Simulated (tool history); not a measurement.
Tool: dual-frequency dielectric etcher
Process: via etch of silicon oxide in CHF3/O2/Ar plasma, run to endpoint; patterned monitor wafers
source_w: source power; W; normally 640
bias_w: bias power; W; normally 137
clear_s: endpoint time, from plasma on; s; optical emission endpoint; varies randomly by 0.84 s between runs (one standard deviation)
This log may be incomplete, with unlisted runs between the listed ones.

run     day  source_w  bias_w  incoming incoming film thickness, nm  clear_s
  1       0       640     159                                   529    268.7
  2   1.204       640     159                                 529.2    269.1
  3   5.425       640     159                                 525.5    271.1
  4   8.712       640     119                                 534.1    296.2
      9.871  -- wet clean of the chamber
  5   9.892       640     119                                   535    284.4
  6  10.142       640     119                                 530.3    282.5
  7  10.942       640     149                                 533.7    270.5
  8  11.712       640     149                                 530.6    270.1
  9  12.596       640     137                                 526.1    270.8
 10  13.362       640     137                                 527.1    272.8
 11  14.833       640     137                                 531.8    276.7
 12  15.604       640     137                                 530.5    276.2
 13  16.508       640     137                                 529.6    277.2
     17.767  -- upper electrode replaced
 14  17.788       640     137                                 529.2    277.4
 15    18.6       710     137                                 527.9    271.1
 16  19.958       710     137                                 526.3    271.1
 17  21.392       640     137                                 528.6      280
 18  22.733       640     127                                 531.4    284.6
 19  23.562       640     137                                 531.9    282.8
 20  24.354       590     137                                 526.3      283
     24.875  -- source power generator calibrated
 21  25.496       580     168                                 528.4    273.2
 22   26.75       570     162                                 531.9    277.8
 23  27.575       760     103                                 527.8    288.8
 24  28.675       640     109                                 533.3    299.1
 25  29.442       640     137                                 532.8    285.2
     30.112  -- bias power generator calibrated
     30.679  -- wet clean of the chamber
 26    30.7       750     160                                 534.9      255
 27   31.55       570     162                                   527    267.4
 28  32.117       580     105                                 528.9    293.9
 29  32.967       540     153                                 533.8    277.4
 30    34.4       640     137                                 527.4    274.2
 31   35.25       590     120                                 535.8    291.2
 32  36.538       750     160                                 532.6    257.3
 33  37.317       640     137                                 526.1    273.3
 34  37.917       550     115                                   529    297.1
 35  38.975       640     137                                 531.4    277.5

Forecast each of these 3 alternatives for the next run:
  A  38.996       640     137                                 532.4        ?
  B  38.996       500     146                                 532.4        ?
  C  38.996       590     117                                 532.4        ?

run  clear_s
  A    277.7
  B    288.5
  C    293.1
Without the tool's unlogged condition, the same runs would have read:
run  clear_s
  A    273.8
  B    284.5
  C      289

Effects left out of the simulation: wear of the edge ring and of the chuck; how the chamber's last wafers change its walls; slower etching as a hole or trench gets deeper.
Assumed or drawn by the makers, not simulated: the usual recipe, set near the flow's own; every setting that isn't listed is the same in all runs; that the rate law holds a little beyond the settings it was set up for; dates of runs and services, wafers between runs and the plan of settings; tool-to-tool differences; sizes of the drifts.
